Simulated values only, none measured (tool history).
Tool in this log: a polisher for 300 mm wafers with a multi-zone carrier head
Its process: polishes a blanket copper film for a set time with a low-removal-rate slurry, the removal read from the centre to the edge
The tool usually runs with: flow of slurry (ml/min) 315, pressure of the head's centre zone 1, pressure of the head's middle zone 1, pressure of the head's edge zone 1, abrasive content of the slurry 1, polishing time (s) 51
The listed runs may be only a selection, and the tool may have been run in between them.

run   hour  flow of slurry (ml/min)  pressure of the head's centre zone  pressure of the head's middle zone  pressure of the head's edge zone  abrasive content of the slurry  polishing time (s)  incoming thickness of the incoming film, nm  film removed at the wafer's centre (angstrom)  film removed at mid-radius (angstrom)  film removed at the wafer's edge (angstrom)
  1      0                      315                                0.97                                   1                                 1                             0.8                  51                                         1284                                           1762                                   1833                                         1926
         9  -- worn pad replaced by a new one
  2     12                      315                                0.97                                   1                                 1                             0.8                  51                                       1287.1                                           1732                                   1898                                         1895
  3   38.4                      315                                   1                                   1                                 1                               1                  51                                       1258.6                                           1870                                   1918                                         1956
  4   71.5                      245                                   1                                0.88                                 1                             0.8                  39                                         1281                                           1354                                   1248                                         1429
  5   89.8                      230                                   1                                   1                                 1                             1.1                  51                                       1235.7                                           1818                                   1876                                         1952
  6  119.7                      315                                   1                                1.12                                 1                               1                  51                                       1242.2                                           1867                                   2068                                         1934
  7  152.4                      315                                   1                                   1                                 1                               1                  51                                         1277                                           1838                                   1884                                         1979
     174.3  -- worn pad replaced by a new one
  8  179.9                      315                                   1                                   1                                 1                               1                  45                                       1261.8                                           1591                                   1694                                         1776
  9  203.6                      280                                   1                                   1                                 1                               1                  51                                       1262.9                                           1773                                   1888                                         1954
 10  236.5                      410                                1.03                                   1                              0.89                             1.1                  51                                       1246.5                                           1902                                   1947                                         1962
       245  -- carrier head's membrane replaced by a new one
 11  264.9                      315                                   1                                   1                                 1                               1                  51                                       1276.9                                           1783                                   1925                                         1992
 12  298.6                      315                                1.12                                   1                               1.1                               1                  51                                       1270.2                                           2026                                   1901                                         2025
 13  323.2                      315                                1.04                                   1                                 1                             1.2                  45                                       1263.8                                           1688                                   1715                                         1778
 14    336                      315                                   1                                   1                                 1                            1.15                  38                                       1252.3                                           1370                                   1436                                         1512
     359.7  -- worn pad replaced by a new one
 15  360.2                      420                                   1                                   1                              0.91                               1                  51                                       1248.2                                           1804                                   1892                                         1943
 16  381.6                      315                                   1                                   1                                 1                               1                  51                                       1269.7                                           1782                                   1894                                         1989
 17  394.5                      315                                   1                                   1                              1.09                             1.1                  51                                       1271.1                                           1782                                   1911                                         2106
 18    423                      315                                   1                                1.05                                 1                               1                  51                                       1261.6                                           1776                                   1999                                         2020
 19  452.9                      315                                0.89                                0.93                                 1                            0.85                  60                                       1248.5                                           1811                                   2064                                         2282
 20  472.6                      315                                   1                                   1                              0.92                            0.85                  51                                       1253.2                                           1785                                   1853                                         1856
 21  497.1                      315                                   1                                1.05                                 1                               1                  51                                       1264.7                                           1729                                   1976                                         1886

Predict each of these 4 candidate next runs independently; none follows another, all start after run 21:
  A  497.5                      315                                   1                                   1                              1.09                               1                  51                                       1267.5                                              ?                                      ?                                            ?
  B  497.5                      315                                0.91                                   1                                 1                               1                  51                                       1267.5                                              ?                                      ?                                            ?
  C  497.5                      205                                   1                                   1                              1.09                            1.25                  51                                       1267.5                                              ?                                      ?                                            ?
  D  497.5                      230                                   1                                   1                              1.03                               1                  51                                       1267.5                                              ?                                      ?                                            ?

run  film removed at the wafer's centre (angstrom)  film removed at mid-radius (angstrom)  film removed at the wafer's edge (angstrom)
  A                                           1773                                   1911                                         2054
  B                                           1611                                   1912                                         1980
  C                                           1769                                   1913                                         2068
  D                                           1735                                   1875                                         1976
Without the tool's unlogged condition, the same runs would have read:
run  film removed at the wafer's centre (angstrom)  film removed at mid-radius (angstrom)  film removed at the wafer's edge (angstrom)
  A                                           1912                                   1910                                         2054
  B                                           1739                                   1911                                         1980
  C                                           1908                                   1912                                         2068
  D                                           1872                                   1874                                         1976
